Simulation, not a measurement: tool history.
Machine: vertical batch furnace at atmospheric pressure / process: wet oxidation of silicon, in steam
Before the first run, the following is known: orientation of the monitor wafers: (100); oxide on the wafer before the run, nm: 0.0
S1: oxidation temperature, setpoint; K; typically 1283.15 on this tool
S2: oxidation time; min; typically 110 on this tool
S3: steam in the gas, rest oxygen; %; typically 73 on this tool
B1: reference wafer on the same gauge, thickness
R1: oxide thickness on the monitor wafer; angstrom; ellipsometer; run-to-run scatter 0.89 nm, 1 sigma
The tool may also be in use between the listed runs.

run	day	S1	S2	S3	B1	R1
1	0	1271.15	110	73	532.46	5517.8
2	1.454	1271.15	110	73	533.14	5522.4
3	2.842	1283.15	110	73	533.69	5969.6
4	3.408	1283.15	110	73	533.94	5972.2
# day 3.942: gauge calibrated
5	4.221	1297.15	110	78	531.33	6747.5
6	4.733	1265.15	110	68	531.69	5031.9
7	5.308	1265.15	110	68	532.13	5061.8
8	6.138	1283.15	156	73	532.25	7411
9	7.375	1271.15	164.5	79	532.81	7542.5
# day 9.075: steam generator serviced
# day 9.462: thermocouples replaced and temperature profile calibrated
10	9.483	1283.15	110	73	534.17	5982.9
11	9.75	1274.15	110	73	533.79	5656.5
12	10.021	1273.15	110	85	534.58	6198.1
# day 10.825: gauge calibrated
13	10.904	1294.15	110	68	531.66	6081.1
14	11.867	1283.15	139	73	531.85	6917.7

Consider 3 possible next runs. They are alternatives, not a sequence: every one starts from the tool as it was left by run 14. What does each give?
A	12.142	1283.15	110	73	?	?
B	12.142	1275.15	110	80	?	?
C	12.142	1283.15	110	84	?	?

run	B1	R1
A	531.97	5959.1
B	531.97	6012.1
C	531.97	6517
With the hidden condition removed and each run's random variation left untouched, the same runs would have given:
run	R1
A	5947.6
B	6000.5
C	6504.4
